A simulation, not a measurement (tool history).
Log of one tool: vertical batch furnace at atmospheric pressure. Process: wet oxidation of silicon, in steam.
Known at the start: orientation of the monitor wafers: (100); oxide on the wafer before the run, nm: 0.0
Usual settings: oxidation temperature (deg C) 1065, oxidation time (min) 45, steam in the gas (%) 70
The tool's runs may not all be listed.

run,hour,oxidation temperature (deg C),oxidation time (min),steam in the gas (%),wafers since the last listed run,hours since the last temperature calibration,hours since the steam generator was serviced,hours since the gauge calibration,"read-back reference wafer on the same gauge, thickness",oxide thickness on the monitor wafer (Å)
1,0,1065,63,70,0,1282.9,1583.2,169.4,361.94,4976.9
2,25,1065,63,70,267,1307.9,1608.2,194.4,362.16,4939.6
3,41.5,1065,63,70,176,1324.4,1624.7,210.9,361.87,4962.4
4,55,1065,45,70,144,1337.9,1638.2,224.4,361.61,4013.5
5,90.8,1065,45,70,382,1373.7,1674,260.2,361.89,4049.2
6,106.2,1065,45,70,164,1389.1,1689.4,275.6,361.66,4012
7,130.8,1065,45,70,262,1413.7,1714,300.2,362.16,4036.1
8,156.3,1065,45,70,272,1439.2,1739.5,325.7,361.58,4053
9,174.4,1065,45,70,193,1457.3,1757.6,343.8,362.25,4028
# hour 185.5: gauge calibrated
10,193.8,1065,45,70,207,1476.7,1777,8.3,361.67,4046.3
11,207.8,1065,45,63,149,1490.7,1791,22.3,361.21,3783.8
12,220.4,1065,28,70,134,1503.3,1803.6,34.9,362.19,2990.3
13,252.3,1065,28,70,340,1535.2,1835.5,66.8,361.46,3021
# hour 279.3: thermocouples replaced and temperature profile calibrated
14,279.8,1065,28,70,37,0.5,1863,94.3,362.23,2997.2
15,287.6,1079,45,80,83,8.3,1870.8,102.1,362.27,4722.9
16,311.8,1051,52,67,258,32.5,1895,126.3,361.68,3992.4
17,342.3,1089,58.5,59,325,63,1925.5,156.8,361.99,4804.1
18,357.3,1065,45,70,160,78,1940.5,171.8,361.91,4039.3
19,370.4,1065,62.5,70,140,91.1,1953.6,184.9,361.85,4933.5
# hour 407.6: steam generator serviced
20,408.1,1065,25,70,146,128.8,0.5,222.6,362.52,2890.9
21,439.5,1050,45,74,335,160.2,31.9,254,361.38,4013.5
22,453.3,1076,35,61,147,174,45.7,267.8,362.59,3508.1
23,475.4,1065,57,70,236,196.1,67.8,289.9,362.1,4889.7
24,505.3,1065,45,70,319,226,97.7,319.8,362.15,4180.4
25,520.8,1065,45,70,165,241.5,113.2,335.3,362.32,4189.5
# hour 528.9: gauge calibrated
26,548.2,1065,28,70,292,268.9,140.6,19.3,361.72,3085.5
27,624.5,1055,45,70,815,345.2,216.9,95.6,362.35,3932.6
28,640,1049,45,81,165,360.7,232.4,111.1,361.67,4144.5
29,745.5,1050,45,70,1127,466.2,337.9,216.6,361.99,3784.8

Forecast each of these 5 alternatives for the next run:
A,749.8,1065,45,70,45,470.5,342.2,220.9,?,?
B,749.8,1079,23.5,70,45,470.5,342.2,220.9,?,?
C,749.8,1065,52.5,70,45,470.5,342.2,220.9,?,?
D,749.8,1076,38.5,70,45,470.5,342.2,220.9,?,?
E,749.8,1065,45,82,45,470.5,342.2,220.9,?,?

run,"read-back reference wafer on the same gauge, thickness",oxide thickness on the monitor wafer (Å)
A,361.94,4146.5
B,361.94,2988.5
C,361.94,4559.2
D,361.94,4000.2
E,361.94,4570.5
Without the tool's hidden state the same runs would have given:
run,oxide thickness on the monitor wafer (Å)
A,4257.2
B,3070.5
C,4679.2
D,4105.8
E,4690.8
